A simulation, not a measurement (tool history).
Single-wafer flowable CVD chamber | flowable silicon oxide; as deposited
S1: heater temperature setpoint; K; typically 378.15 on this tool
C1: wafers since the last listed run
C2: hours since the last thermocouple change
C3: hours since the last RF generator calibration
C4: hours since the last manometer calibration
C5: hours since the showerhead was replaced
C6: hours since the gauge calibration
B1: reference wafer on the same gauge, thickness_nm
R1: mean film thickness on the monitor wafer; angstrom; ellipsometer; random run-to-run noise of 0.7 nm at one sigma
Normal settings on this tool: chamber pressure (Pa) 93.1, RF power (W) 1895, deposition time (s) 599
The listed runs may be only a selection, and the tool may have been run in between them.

{"run": 1, "hour": 0.0, "S1": 378.15, "chamber pressure (Pa)": 93.1, "RF power (W)": 1895, "deposition time (s)": 599, "C1": 0, "C2": 2228, "C3": 721.6, "C4": 1142.1, "C5": 7219.5, "C6": 158.4, "B1": 217.966, "R1": 2242.26}
{"run": 2, "hour": 51.7, "S1": 378.15, "chamber pressure (Pa)": 93.1, "RF power (W)": 1895, "deposition time (s)": 599, "C1": 101, "C2": 2279.7, "C3": 773.3, "C4": 1193.8, "C5": 7271.2, "C6": 210.1, "B1": 218.075, "R1": 2237.41}
{"run": 3, "hour": 102.5, "S1": 378.15, "chamber pressure (Pa)": 93.1, "RF power (W)": 1895, "deposition time (s)": 599, "C1": 99, "C2": 2330.5, "C3": 824.1, "C4": 1244.6, "C5": 7322, "C6": 260.9, "B1": 217.894, "R1": 2232.6}
{"run": 4, "hour": 150.9, "S1": 378.15, "chamber pressure (Pa)": 74.7, "RF power (W)": 1895, "deposition time (s)": 599, "C1": 94, "C2": 2378.9, "C3": 872.5, "C4": 1293, "C5": 7370.4, "C6": 309.3, "B1": 218.023, "R1": 1800.45}
{"run": 5, "hour": 177.1, "S1": 378.15, "chamber pressure (Pa)": 74.7, "RF power (W)": 1895, "deposition time (s)": 599, "C1": 51, "C2": 2405.1, "C3": 898.7, "C4": 1319.2, "C5": 7396.6, "C6": 335.5, "B1": 217.93, "R1": 1812.77}
{"run": 6, "hour": 245.0, "S1": 368.15, "chamber pressure (Pa)": 93.1, "RF power (W)": 1895, "deposition time (s)": 599, "C1": 133, "C2": 2473, "C3": 966.6, "C4": 1387.1, "C5": 7464.5, "C6": 403.4, "B1": 218.123, "R1": 2985.29}
{"run": 7, "hour": 283.9, "S1": 368.15, "chamber pressure (Pa)": 93.1, "RF power (W)": 1895, "deposition time (s)": 599, "C1": 76, "C2": 2511.9, "C3": 1005.5, "C4": 1426, "C5": 7503.4, "C6": 442.3, "B1": 217.836, "R1": 2988.6}
{"run": 8, "hour": 336.3, "S1": 368.15, "chamber pressure (Pa)": 93.1, "RF power (W)": 1895, "deposition time (s)": 599, "C1": 102, "C2": 2564.3, "C3": 1057.9, "C4": 1478.4, "C5": 7555.8, "C6": 494.7, "B1": 218.135, "R1": 3007.34}
{"hour": 379.3, "done": "thermocouple changed; heater temperature recalibrated"}
{"run": 9, "hour": 398.2, "S1": 378.15, "chamber pressure (Pa)": 93.1, "RF power (W)": 1895, "deposition time (s)": 599, "C1": 105, "C2": 18.9, "C3": 1119.8, "C4": 1540.3, "C5": 7617.7, "C6": 556.6, "B1": 218.175, "R1": 2229.63}
{"hour": 400.8, "done": "gauge calibrated"}
{"run": 10, "hour": 431.9, "S1": 378.15, "chamber pressure (Pa)": 102.4, "RF power (W)": 1540, "deposition time (s)": 599, "C1": 66, "C2": 52.6, "C3": 1153.5, "C4": 1574, "C5": 7651.4, "C6": 31.1, "B1": 218.103, "R1": 2372.14}
{"hour": 494.5, "done": "RF generator calibrated"}
{"run": 11, "hour": 495.0, "S1": 378.15, "chamber pressure (Pa)": 93.1, "RF power (W)": 1895, "deposition time (s)": 599, "C1": 107, "C2": 115.7, "C3": 0.5, "C4": 1637.1, "C5": 7714.5, "C6": 94.2, "B1": 217.896, "R1": 2232.08}
{"run": 12, "hour": 534.6, "S1": 378.15, "chamber pressure (Pa)": 81.2, "RF power (W)": 2205, "deposition time (s)": 599, "C1": 77, "C2": 155.3, "C3": 40.1, "C4": 1676.7, "C5": 7754.1, "C6": 133.8, "B1": 218.167, "R1": 2007.45}
{"hour": 571.2, "done": "capacitance manometer re-zeroed and calibrated"}
{"run": 13, "hour": 589.6, "S1": 378.15, "chamber pressure (Pa)": 78.1, "RF power (W)": 2020, "deposition time (s)": 684, "C1": 92, "C2": 210.3, "C3": 95.1, "C4": 18.4, "C5": 7809.1, "C6": 188.8, "B1": 218.113, "R1": 2165.2}
{"run": 14, "hour": 651.0, "S1": 378.15, "chamber pressure (Pa)": 93.1, "RF power (W)": 1895, "deposition time (s)": 599, "C1": 120, "C2": 271.7, "C3": 156.5, "C4": 79.8, "C5": 7870.5, "C6": 250.2, "B1": 217.916, "R1": 2235.08}
{"run": 15, "hour": 689.4, "S1": 363.15, "chamber pressure (Pa)": 82.8, "RF power (W)": 1620, "deposition time (s)": 498, "C1": 75, "C2": 310.1, "C3": 194.9, "C4": 118.2, "C5": 7908.9, "C6": 288.6, "B1": 218.025, "R1": 2510.31}
{"hour": 758.0, "done": "showerhead replaced"}
{"run": 16, "hour": 759.5, "S1": 365.15, "chamber pressure (Pa)": 110.3, "RF power (W)": 1650, "deposition time (s)": 496, "C1": 121, "C2": 380.2, "C3": 265, "C4": 188.3, "C5": 1.5, "C6": 358.7, "B1": 218.034, "R1": 3112.84}
{"run": 17, "hour": 972.6, "S1": 383.15, "chamber pressure (Pa)": 93.1, "RF power (W)": 1895, "deposition time (s)": 667, "C1": 417, "C2": 593.3, "C3": 478.1, "C4": 401.4, "C5": 214.6, "C6": 571.8, "B1": 217.985, "R1": 2168.08}
{"run": 18, "hour": 1006.3, "S1": 378.15, "chamber pressure (Pa)": 102.4, "RF power (W)": 1540, "deposition time (s)": 599, "C1": 66, "C2": 627, "C3": 511.8, "C4": 435.1, "C5": 248.3, "C6": 605.5, "B1": 218.16, "R1": 2362.98}

For each run, what was the tool's unlogged condition?
wafer temperature above the value expected at the setpoint (K): 0 across all the runs
delivered RF power above the setpoint (%): 0 across all the runs
true pressure above the setpoint (%): 0 across all the runs
gauge reads high (%): 0 across all the runs
